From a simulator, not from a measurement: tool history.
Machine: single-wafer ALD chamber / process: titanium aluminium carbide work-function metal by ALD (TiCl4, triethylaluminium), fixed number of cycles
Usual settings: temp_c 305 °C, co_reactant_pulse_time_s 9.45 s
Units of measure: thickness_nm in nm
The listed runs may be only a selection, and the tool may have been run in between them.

run	day	temp_c	co_reactant_pulse_time_s	read-back reference wafer on the same gauge, thickness_nm	thickness_nm
1	0.000	309	9.45	2.060	2.155
2	0.692	309	9.45	2.059	2.152
3	1.246	305	9.45	2.061	2.114
4	1.700	305	9.45	2.060	2.117
5	2.108	305	9.45	2.062	2.107
6	2.771	305	9.45	2.060	2.094
# day 2.983: gauge calibrated
7	3.121	305	9.45	2.060	2.090
# day 3.596: showerhead replaced
8	3.617	305	9.45	2.062	2.088
9	4.112	305	9.45	2.061	2.097
10	4.479	305	9.45	2.061	2.095
11	5.175	313	9.45	2.060	2.153
# day 6.050: thermocouple changed; heater temperature recalibrated
# day 6.617: triethylaluminium bottle replaced
12	6.638	300	9.45	2.060	2.136
13	6.879	313	12.00	2.058	2.289
14	7.262	309	8.29	2.061	2.196
15	7.954	310	5.76	2.061	2.095
16	8.233	305	9.45	2.059	2.178
17	8.721	305	9.45	2.059	2.179
18	9.358	313	13.09	2.059	2.303

Branching from run 18: 3 alternative next runs. What would each branch give?
A	9.375	305	9.45	?	?
B	9.375	296	10.93	?	?
C	9.375	292	12.23	?	?

run	read-back reference wafer on the same gauge, thickness_nm	thickness_nm
A	2.058	2.173
B	2.058	2.120
C	2.058	2.101
The same runs, with their run-to-run variation unchanged, on a tool lacking any hidden condition would have given:
run	thickness_nm
A	2.174
B	2.121
C	2.101
